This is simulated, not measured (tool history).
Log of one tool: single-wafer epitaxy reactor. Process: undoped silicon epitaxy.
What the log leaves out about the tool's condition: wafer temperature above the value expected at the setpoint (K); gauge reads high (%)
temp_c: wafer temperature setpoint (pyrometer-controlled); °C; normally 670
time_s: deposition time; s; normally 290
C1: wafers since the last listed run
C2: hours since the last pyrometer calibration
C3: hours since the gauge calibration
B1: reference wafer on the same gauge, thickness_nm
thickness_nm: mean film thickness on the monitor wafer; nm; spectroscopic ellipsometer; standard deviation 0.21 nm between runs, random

run 1 hour=0.0 | temp_c=670 time_s=290 | C1=0 C2=1711.7 C3=533.2 | B1=70.007 | thickness_nm=71.637
run 2 hour=13.6 | temp_c=666 time_s=252 | C1=69 C2=1725.3 C3=546.8 | B1=70.113 | thickness_nm=57.701
run 3 hour=30.7 | temp_c=666 time_s=252 | C1=87 C2=1742.4 C3=563.9 | B1=70.102 | thickness_nm=57.626
run 4 hour=45.1 | temp_c=670 time_s=310 | C1=73 C2=1756.8 C3=578.3 | B1=70.121 | thickness_nm=76.388
run 5 hour=60.6 | temp_c=670 time_s=310 | C1=79 C2=1772.3 C3=593.8 | B1=70.061 | thickness_nm=76.172
run 6 hour=69.5 | temp_c=670 time_s=244 | C1=45 C2=1781.2 C3=602.7 | B1=70.037 | thickness_nm=60.351
run 7 hour=82.3 | temp_c=670 time_s=290 | C1=65 C2=1794.0 C3=615.5 | B1=70.090 | thickness_nm=71.544
run 8 hour=94.0 | temp_c=670 time_s=290 | C1=59 C2=1805.7 C3=627.2 | B1=70.063 | thickness_nm=71.623
run 9 hour=105.5 | temp_c=670 time_s=290 | C1=58 C2=1817.2 C3=638.7 | B1=70.018 | thickness_nm=71.684
run 10 hour=121.9 | temp_c=674 time_s=255 | C1=83 C2=1833.6 C3=655.1 | B1=70.097 | thickness_nm=67.804
run 11 hour=130.4 | temp_c=670 time_s=290 | C1=43 C2=1842.1 C3=663.6 | B1=70.051 | thickness_nm=71.955
run 12 hour=137.3 | temp_c=670 time_s=290 | C1=35 C2=1849.0 C3=670.5 | B1=70.134 | thickness_nm=71.564
run 13 hour=153.1 | temp_c=670 time_s=290 | C1=80 C2=1864.8 C3=686.3 | B1=70.061 | thickness_nm=71.886
run 14 hour=167.3 | temp_c=667 time_s=334 | C1=72 C2=1879.0 C3=700.5 | B1=70.104 | thickness_nm=78.740
run 15 hour=176.7 | temp_c=674 time_s=290 | C1=48 C2=1888.4 C3=709.9 | B1=70.086 | thickness_nm=77.831
run 16 hour=194.4 | temp_c=674 time_s=290 | C1=90 C2=1906.1 C3=727.6 | B1=70.142 | thickness_nm=77.116
run 17 hour=206.4 | temp_c=674 time_s=290 | C1=61 C2=1918.1 C3=739.6 | B1=70.166 | thickness_nm=77.389
run 18 hour=220.2 | temp_c=670 time_s=290 | C1=70 C2=1931.9 C3=753.4 | B1=70.101 | thickness_nm=72.061
run 19 hour=228.6 | temp_c=670 time_s=290 | C1=42 C2=1940.3 C3=761.8 | B1=70.042 | thickness_nm=71.519
run 20 hour=237.4 | temp_c=670 time_s=290 | C1=45 C2=1949.1 C3=770.6 | B1=70.173 | thickness_nm=72.052
-- hour=259.7 gauge calibrated
run 21 hour=262.5 | temp_c=670 time_s=290 | C1=128 C2=1974.2 C3=2.8 | B1=70.109 | thickness_nm=71.737
run 22 hour=269.3 | temp_c=670 time_s=257 | C1=34 C2=1981.0 C3=9.6 | B1=70.174 | thickness_nm=63.890
run 23 hour=283.0 | temp_c=667 time_s=334 | C1=70 C2=1994.7 C3=23.3 | B1=70.070 | thickness_nm=78.297
run 24 hour=298.4 | temp_c=663 time_s=345 | C1=78 C2=2010.1 C3=38.7 | B1=70.148 | thickness_nm=75.774
run 25 hour=309.4 | temp_c=670 time_s=290 | C1=56 C2=2021.1 C3=49.7 | B1=70.047 | thickness_nm=72.255
run 26 hour=320.8 | temp_c=663 time_s=290 | C1=58 C2=2032.5 C3=61.1 | B1=70.028 | thickness_nm=63.284
run 27 hour=333.2 | temp_c=675 time_s=290 | C1=63 C2=2044.9 C3=73.5 | B1=70.085 | thickness_nm=78.551
run 28 hour=346.4 | temp_c=670 time_s=290 | C1=67 C2=2058.1 C3=86.7 | B1=70.070 | thickness_nm=72.391
run 29 hour=360.8 | temp_c=682 time_s=333 | C1=73 C2=2072.5 C3=101.1 | B1=70.185 | thickness_nm=102.668
run 30 hour=374.5 | temp_c=663 time_s=290 | C1=70 C2=2086.2 C3=114.8 | B1=70.115 | thickness_nm=63.126
run 31 hour=384.7 | temp_c=660 time_s=309 | C1=52 C2=2096.4 C3=125.0 | B1=70.079 | thickness_nm=63.973
run 32 hour=411.7 | temp_c=666 time_s=314 | C1=138 C2=2123.4 C3=152.0 | B1=70.111 | thickness_nm=72.512
run 33 hour=425.8 | temp_c=655 time_s=321 | C1=72 C2=2137.5 C3=166.1 | B1=70.167 | thickness_nm=61.010
run 34 hour=438.1 | temp_c=678 time_s=330 | C1=62 C2=2149.8 C3=178.4 | B1=70.023 | thickness_nm=95.396
run 35 hour=446.5 | temp_c=676 time_s=314 | C1=42 C2=2158.2 C3=186.8 | B1=70.181 | thickness_nm=87.066
run 36 hour=462.0 | temp_c=682 time_s=248 | C1=79 C2=2173.7 C3=202.3 | B1=70.188 | thickness_nm=76.979
run 37 hour=511.0 | temp_c=670 time_s=326 | C1=250 C2=2222.7 C3=251.3 | B1=70.100 | thickness_nm=82.001
-- hour=522.7 pyrometer calibrated
run 38 hour=523.2 | temp_c=677 time_s=322 | C1=21 C2=0.5 C3=263.5 | B1=70.090 | thickness_nm=85.746
run 39 hour=534.4 | temp_c=670 time_s=242 | C1=57 C2=11.7 C3=274.7 | B1=70.011 | thickness_nm=56.846
run 40 hour=542.6 | temp_c=657 time_s=245 | C1=41 C2=19.9 C3=282.9 | B1=70.071 | thickness_nm=45.084
run 41 hour=556.2 | temp_c=670 time_s=314 | C1=69 C2=33.5 C3=296.5 | B1=70.160 | thickness_nm=73.879
run 42 hour=569.1 | temp_c=678 time_s=233 | C1=65 C2=46.4 C3=309.4 | B1=70.127 | thickness_nm=63.350
run 43 hour=586.5 | temp_c=670 time_s=290 | C1=89 C2=63.8 C3=326.8 | B1=70.115 | thickness_nm=68.218
run 44 hour=635.2 | temp_c=670 time_s=290 | C1=249 C2=112.5 C3=375.5 | B1=70.115 | thickness_nm=68.250
run 45 hour=652.5 | temp_c=662 time_s=323 | C1=88 C2=129.8 C3=392.8 | B1=70.056 | thickness_nm=65.810
run 46 hour=668.4 | temp_c=675 time_s=309 | C1=81 C2=145.7 C3=408.7 | B1=70.125 | thickness_nm=80.150
run 47 hour=684.7 | temp_c=670 time_s=255 | C1=83 C2=162.0 C3=425.0 | B1=70.122 | thickness_nm=60.182

Some steps in thickness_nm between neighbouring runs. How much of each would the tool show without its hidden state too (settings, what came in, random variation), and how much is left for the hidden state, with any gauge scatter that isn't in both results?
Run 28 -> 29: temp_c 670 -> 682, time_s 290 -> 333. thickness_nm +30.277 nm: hidden state +1.856, all else +28.421.
Run 29 -> 30: temp_c 682 -> 663, time_s 333 -> 290. thickness_nm -39.542 nm: hidden state -2.348, all else -37.194.
Run 33 -> 34: temp_c 655 -> 678, time_s 321 -> 330. thickness_nm +34.386 nm: hidden state +2.132, all else +32.254.
Run 37 -> 38: temp_c 670 -> 677, time_s 326 -> 322, pyrometer calibrated. thickness_nm +3.745 nm: hidden state -5.071, all else +8.816.
